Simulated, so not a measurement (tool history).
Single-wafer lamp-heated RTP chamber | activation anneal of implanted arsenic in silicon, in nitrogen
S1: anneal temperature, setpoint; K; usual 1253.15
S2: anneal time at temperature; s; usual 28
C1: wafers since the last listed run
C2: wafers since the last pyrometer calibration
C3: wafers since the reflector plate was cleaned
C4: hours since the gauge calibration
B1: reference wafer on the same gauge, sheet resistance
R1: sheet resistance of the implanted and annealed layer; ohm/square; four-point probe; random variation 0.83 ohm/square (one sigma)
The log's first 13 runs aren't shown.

run,hour,S1,S2,C1,C2,C3,C4,B1,R1
14,138.3,1253.15,28,156,3414,12406,85.5,184.01,161.36
15,154.6,1253.15,28,202,3616,12609,101.8,184.40,159.02
16,167.3,1278.15,42,157,3774,12766,114.5,184.11,146.46
17,176.2,1234.15,19,110,3884,12877,123.4,184.57,171.91
# hour 187.9: reflector plate cleaned
18,188.4,1253.15,28,52,3936,6,135.6,184.36,160.15
19,192.4,1253.15,13,49,3986,56,139.6,183.95,170.16
# hour 202.6: pyrometer window cleaned and pyrometer calibrated
20,206.0,1272.15,13,69,41,125,153.2,184.16,167.83
21,222.9,1282.15,28,209,251,335,170.1,183.39,155.81
22,230.5,1253.15,28,94,346,429,177.7,183.83,163.41
23,239.1,1236.15,34,106,452,536,186.3,184.15,167.03
# hour 249.1: gauge calibrated
24,249.4,1227.15,44,127,580,664,0.3,184.18,168.76
25,266.0,1253.15,28,206,786,870,16.9,184.13,162.18
26,281.5,1268.15,17,192,979,1063,32.4,184.09,164.44
27,299.0,1253.15,43,217,1196,1280,49.9,183.80,157.16
28,316.9,1253.15,28,222,1418,1502,67.8,184.20,162.57
29,334.2,1253.15,12,214,1633,1717,85.1,184.09,170.56
30,349.8,1231.15,18,193,1827,1911,100.7,184.06,173.29
31,362.6,1273.15,28,158,1986,2070,113.5,183.59,156.26

4 ways to go on from here, each from the tool as it stands after run 31. What would each give?
A,363.0,1253.15,28,4,1991,2075,113.9,?,?
B,363.0,1280.15,17,4,1991,2075,113.9,?,?
C,363.0,1232.15,35,4,1991,2075,113.9,?,?
D,363.0,1253.15,34,4,1991,2075,113.9,?,?

run,B1,R1
A,183.78,163.00
B,183.78,160.25
C,183.78,167.43
D,183.78,160.45
Without the tool's hidden state the same runs would have given:
run,R1
A,165.42
B,162.68
C,169.93
D,163.00
